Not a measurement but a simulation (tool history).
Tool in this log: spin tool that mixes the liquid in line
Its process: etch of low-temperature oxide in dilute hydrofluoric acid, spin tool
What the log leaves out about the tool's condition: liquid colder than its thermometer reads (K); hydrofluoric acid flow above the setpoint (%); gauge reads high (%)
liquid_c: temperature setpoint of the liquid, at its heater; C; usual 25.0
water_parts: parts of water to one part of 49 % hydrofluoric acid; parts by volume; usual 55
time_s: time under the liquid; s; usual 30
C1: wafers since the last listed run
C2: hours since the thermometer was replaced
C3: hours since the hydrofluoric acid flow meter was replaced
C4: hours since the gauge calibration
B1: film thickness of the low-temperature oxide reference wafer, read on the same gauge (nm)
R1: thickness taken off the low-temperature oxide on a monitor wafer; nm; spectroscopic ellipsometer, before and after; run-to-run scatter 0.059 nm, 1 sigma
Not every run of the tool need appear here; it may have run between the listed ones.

Run 1, hour 0.0: usual settings; C1 0; C2 1688.9; C3 2253.2; C4 312.4; B1 120.03. Result: R1 13.01 nm.
Run 2, hour 18.6: usual settings; C1 188; C2 1707.5; C3 2271.8; C4 331.0; B1 120.00. Result: R1 13.10 nm.
Run 3, hour 47.0: usual settings; C1 288; C2 1735.9; C3 2300.2; C4 359.4; B1 120.01. Result: R1 13.04 nm.
Run 4, hour 61.0: usual settings but liquid_c 23.0 C; C1 142; C2 1749.9; C3 2314.2; C4 373.4; B1 119.96. Result: R1 12.02 nm.
Run 5, hour 81.0: usual settings; C1 203; C2 1769.9; C3 2334.2; C4 393.4; B1 119.97. Result: R1 13.13 nm.
Run 6, hour 111.0: usual settings; C1 304; C2 1799.9; C3 2364.2; C4 423.4; B1 120.05. Result: R1 13.10 nm.
Run 7, hour 124.4: usual settings; C1 136; C2 1813.3; C3 2377.6; C4 436.8; B1 120.02. Result: R1 13.03 nm.
Run 8, hour 155.9: usual settings; C1 319; C2 1844.8; C3 2409.1; C4 468.3; B1 120.02. Result: R1 13.06 nm.
Run 9, hour 175.8: usual settings but liquid_c 28.0 C; C1 202; C2 1864.7; C3 2429.0; C4 488.2; B1 120.00. Result: R1 14.78 nm.
Run 10, hour 196.0: usual settings but liquid_c 28.0 C; C1 205; C2 1884.9; C3 2449.2; C4 508.4; B1 120.02. Result: R1 14.86 nm.
At hour 210.4: thermometer replaced.
At hour 215.4: hydrofluoric acid flow meter replaced.
Run 11, hour 224.8: usual settings but liquid_c 28.0 C; C1 272; C2 14.4; C3 9.4; C4 537.2; B1 120.03. Result: R1 14.35 nm.
Run 12, hour 249.7: usual settings; C1 252; C2 39.3; C3 34.3; C4 562.1; B1 120.02. Result: R1 12.77 nm.
Run 13, hour 282.0: usual settings; C1 328; C2 71.6; C3 66.6; C4 594.4; B1 119.98. Result: R1 12.80 nm.
Run 14, hour 303.6: usual settings but water_parts 80 parts by volume; C1 219; C2 93.2; C3 88.2; C4 616.0; B1 119.97. Result: R1 8.55 nm.
Run 15, hour 329.2: usual settings but water_parts 35 parts by volume, time_s 25 s; C1 260; C2 118.8; C3 113.8; C4 641.6; B1 119.96. Result: R1 17.17 nm.
Run 16, hour 342.0: usual settings but water_parts 85 parts by volume; C1 130; C2 131.6; C3 126.6; C4 654.4; B1 120.01. Result: R1 7.89 nm.
Run 17, hour 370.2: usual settings but water_parts 70 parts by volume; C1 286; C2 159.8; C3 154.8; C4 682.6; B1 119.99. Result: R1 9.89 nm.
Run 18, hour 387.8: usual settings but liquid_c 28.0 C, water_parts 40 parts by volume, time_s 40 s; C1 178; C2 177.4; C3 172.4; C4 700.2; B1 119.94. Result: R1 27.05 nm.
At hour 413.6: gauge calibrated.
Run 19, hour 423.7: usual settings but water_parts 75 parts by volume; C1 364; C2 213.3; C3 208.3; C4 10.1; B1 120.03. Result: R1 9.10 nm.
Run 20, hour 448.5: usual settings but liquid_c 22.5 C; C1 251; C2 238.1; C3 233.1; C4 34.9; B1 119.97. Result: R1 11.52 nm.
Run 21, hour 477.0: usual settings but liquid_c 22.0 C, water_parts 80 parts by volume, time_s 50 s; C1 289; C2 266.6; C3 261.6; C4 63.4; B1 120.04. Result: R1 12.56 nm.
Run 22, hour 495.9: usual settings; C1 191; C2 285.5; C3 280.5; C4 82.3; B1 120.01. Result: R1 12.77 nm.
Run 23, hour 514.7: usual settings but liquid_c 22.5 C, water_parts 75 parts by volume, time_s 15 s; C1 190; C2 304.3; C3 299.3; C4 101.1; B1 119.95. Result: R1 4.16 nm.
Run 24, hour 530.5: usual settings; C1 160; C2 320.1; C3 315.1; C4 116.9; B1 119.99. Result: R1 12.76 nm.
Run 25, hour 620.1: usual settings but liquid_c 27.5 C; C1 910; C2 409.7; C3 404.7; C4 206.5; B1 119.96. Result: R1 14.19 nm.
Run 26, hour 637.9: usual settings but liquid_c 28.0 C, water_parts 80 parts by volume, time_s 15 s; C1 180; C2 427.5; C3 422.5; C4 224.3; B1 120.00. Result: R1 4.78 nm.
Run 27, hour 658.0: usual settings but liquid_c 22.5 C, water_parts 75 parts by volume, time_s 15 s; C1 204; C2 447.6; C3 442.6; C4 244.4; B1 120.00. Result: R1 4.14 nm.
Run 28, hour 691.2: usual settings but time_s 50 s; C1 337; C2 480.8; C3 475.8; C4 277.6; B1 119.99. Result: R1 21.52 nm.
Run 29, hour 726.4: usual settings but liquid_c 28.5 C, water_parts 70 parts by volume, time_s 40 s; C1 357; C2 516.0; C3 511.0; C4 312.8; B1 119.99. Result: R1 15.06 nm.
Run 30, hour 751.0: usual settings but liquid_c 27.5 C; C1 249; C2 540.6; C3 535.6; C4 337.4; B1 120.03. Result: R1 14.28 nm.
Run 31, hour 773.7: usual settings but liquid_c 27.0 C, water_parts 70 parts by volume, time_s 45 s; C1 230; C2 563.3; C3 558.3; C4 360.1; B1 119.99. Result: R1 16.06 nm.
Run 32, hour 791.5: usual settings but water_parts 80 parts by volume; C1 180; C2 581.1; C3 576.1; C4 377.9; B1 120.01. Result: R1 8.47 nm.

Same runs, no hidden state in the tool, same run-to-run variation:
run     R1
  1  12.61
  2  12.70
  3  12.64
  4  11.68
  5  12.73
  6  12.71
  7  12.64
  8  12.67
  9  14.30
 10  14.38
 11  14.26
 12  12.69
 13  12.72
 14   8.49
 15  17.07
 16   7.84
 17   9.82
 18  26.87
 19   9.04
 20  11.45
 21  12.47
 22  12.68
 23   4.13
 24  12.68
 25  14.09
 26   4.74
 27   4.11
 28  21.38
 29  14.94
 30  14.17
 31  15.93
 32   8.40
